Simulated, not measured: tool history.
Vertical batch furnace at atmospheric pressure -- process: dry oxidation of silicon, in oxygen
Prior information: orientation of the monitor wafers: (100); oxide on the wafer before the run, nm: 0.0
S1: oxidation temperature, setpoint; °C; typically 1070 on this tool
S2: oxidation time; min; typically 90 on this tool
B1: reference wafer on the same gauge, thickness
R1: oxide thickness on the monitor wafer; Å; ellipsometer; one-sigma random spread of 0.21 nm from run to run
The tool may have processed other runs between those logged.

run   hour    S1  S2      B1      R1
  1    0.0  1054  90  132.97  1057.7
  2   76.4  1054  90  132.98  1057.8
  3   96.7  1070  90  133.00  1198.2
  4  122.5  1070  90  133.00  1200.5
  5  140.8  1070  90  133.01  1201.1
     168.2  -- thermocouples replaced and temperature profile calibrated
  6  168.7  1070  72  133.04   998.0
  7  179.1  1070  72  133.01   997.1
  8  201.9  1070  90  132.98  1154.1
  9  227.6  1070  90  132.98  1157.5
     306.5  -- boat lift adjusted
 10  307.0  1059  90  132.99  1062.7

Expected results for the next run?
 11  313.2  1081  48   ?   ?

Run 11 yielded B1 133.00, R1 845.1 Å.
On a tool with no hidden condition, and with the same random variation, this run would have come out at R1 842.0 Å.
